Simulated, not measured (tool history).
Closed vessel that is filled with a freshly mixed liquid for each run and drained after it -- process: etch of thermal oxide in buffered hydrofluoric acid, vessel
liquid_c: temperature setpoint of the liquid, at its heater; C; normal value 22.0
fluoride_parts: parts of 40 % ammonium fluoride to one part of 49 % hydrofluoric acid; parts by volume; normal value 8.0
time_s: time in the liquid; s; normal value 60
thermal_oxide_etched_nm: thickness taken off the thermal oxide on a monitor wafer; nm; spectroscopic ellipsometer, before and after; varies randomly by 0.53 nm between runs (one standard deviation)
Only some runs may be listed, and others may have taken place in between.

run	hour	liquid_c	fluoride_parts	time_s	read-back film thickness of the thermal oxide reference wafer, read on the same gauge (nm)	thermal_oxide_etched_nm
1	0.0	22.0	10.0	60	110.02	57.57
2	27.9	22.0	7.0	60	109.99	78.35
3	58.4	22.0	7.0	60	110.01	79.65
4	70.6	22.0	7.0	60	110.01	78.12
5	102.4	22.0	8.0	60	110.00	67.24
6	125.2	22.0	8.0	60	109.97	67.06
7	147.3	22.0	8.0	60	110.04	66.82
8	164.8	22.0	8.0	60	110.00	67.10
# hour 175.0: hydrofluoric acid flow meter replaced
9	188.9	22.0	8.0	60	109.97	74.31
10	223.2	23.5	8.0	60	109.98	79.53
11	239.4	26.0	8.0	70	110.01	105.68
12	263.5	26.0	8.0	60	110.03	90.21
13	294.7	18.0	8.0	30	110.01	29.17
14	308.9	22.0	8.0	60	110.02	72.29
15	331.2	25.0	6.0	70	109.99	131.04
# hour 350.8: thermometer replaced
16	353.6	17.5	8.0	35	109.99	32.29
17	368.4	17.5	5.5	80	110.02	106.00
18	404.1	22.0	6.5	35	109.97	51.13
19	450.8	18.0	5.5	45	109.98	60.95
20	477.1	24.5	6.0	95	109.98	168.67
21	501.1	23.5	11.0	30	110.01	28.55
# hour 501.8: gauge calibrated
22	537.0	22.0	8.0	60	109.98	69.47
23	554.8	22.0	8.0	30	110.03	35.00
24	570.4	23.5	9.0	70	109.99	79.48
25	597.5	22.0	6.5	35	110.07	49.97
26	617.2	22.0	9.0	60	110.02	62.98
27	642.7	22.0	9.5	95	110.02	93.96
28	662.8	22.0	8.0	60	109.97	68.58
29	684.0	20.0	5.5	40	109.99	59.03
30	708.4	22.0	8.0	75	109.96	84.67
31	741.3	22.0	9.0	90	110.03	91.98
32	769.2	18.5	8.0	60	109.99	55.19

5 options for the next run, each taken on its own from the tool as it stands now. Forecast them:
A	769.9	22.0	8.0	60	?	?
B	769.9	23.5	10.0	90	?	?
C	769.9	22.0	5.0	60	?	?
D	769.9	17.5	9.5	80	?	?
E	769.9	24.5	8.0	30	?	?

run	read-back film thickness of the thermal oxide reference wafer, read on the same gauge (nm)	thermal_oxide_etched_nm
A	110.02	66.07
B	110.02	89.51
C	110.02	103.98
D	110.02	59.84
E	110.02	37.88
Without the tool's unlogged condition, the same runs would have read:
run	thermal_oxide_etched_nm
A	72.73
B	97.58
C	112.06
D	64.10
E	41.70
